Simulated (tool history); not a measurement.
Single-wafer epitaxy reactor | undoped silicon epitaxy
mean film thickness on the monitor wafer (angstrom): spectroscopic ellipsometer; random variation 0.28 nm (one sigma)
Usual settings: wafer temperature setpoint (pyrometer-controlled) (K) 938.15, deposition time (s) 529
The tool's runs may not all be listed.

run    hour  wafer temperature setpoint (pyrometer-controlled) (K)  deposition time (s)  read-back reference wafer on the same gauge, thickness_nm  mean film thickness on the monitor wafer (angstrom)
  1     0.0                                                 938.15                  529                                                    108.117                                              1272.21
  2    95.1                                                 938.15                  529                                                    108.014                                              1276.96
  3   171.6                                                 938.15                  529                                                    108.090                                              1275.74
  4   257.2                                                 938.15                  529                                                    107.895                                              1270.73
  5   333.1                                                 938.15                  529                                                    108.023                                              1265.33
  6   373.7                                                 938.15                  561                                                    107.968                                              1344.95
  7   420.6                                                 938.15                  561                                                    108.008                                              1349.35
  8   474.0                                                 938.15                  529                                                    107.969                                              1265.68
      522.0  -- gauge calibrated
  9   529.1                                                 938.15                  529                                                    108.069                                              1270.73
 10   602.7                                                 942.15                  529                                                    107.994                                              1366.40
      622.1  -- pyrometer calibrated
 11   641.4                                                 942.15                  529                                                    108.084                                              1385.81
 12   705.1                                                 938.15                  529                                                    108.004                                              1291.56
 13   759.0                                                 926.15                  435                                                    107.996                                               839.19
 14   816.8                                                 938.15                  529                                                    107.993                                              1281.87
 15   870.3                                                 938.15                  615                                                    108.032                                              1486.00
 16   956.6                                                 930.15                  564                                                    107.945                                              1167.31
 17   997.7                                                 938.15                  529                                                    108.064                                              1275.71
 18  1045.4                                                 938.15                  582                                                    108.029                                              1398.81
 19  1127.2                                                 938.15                  529                                                    107.981                                              1272.11
 20  1200.6                                                 938.15                  484                                                    108.085                                              1164.57
 21  1277.4                                                 949.15                  562                                                    107.989                                              1660.22
 22  1341.8                                                 931.15                  474                                                    107.861                                               994.09

Forecast each of these 4 alternatives for the next run:
  A  1342.3                                                 938.15                  529                                                          ?                                                    ?
  B  1342.3                                                 938.15                  576                                                          ?                                                    ?
  C  1342.3                                                 947.15                  562                                                          ?                                                    ?
  D  1342.3                                                 950.15                  573                                                          ?                                                    ?

run  read-back reference wafer on the same gauge, thickness_nm  mean film thickness on the monitor wafer (angstrom)
  A                                                    107.970                                              1271.45
  B                                                    107.970                                              1384.41
  C                                                    107.970                                              1595.36
  D                                                    107.970                                              1718.31
Without the tool's hidden state the same runs would have given:
run  mean film thickness on the monitor wafer (angstrom)
  A                                              1298.29
  B                                              1413.64
  C                                              1628.47
  D                                              1753.77
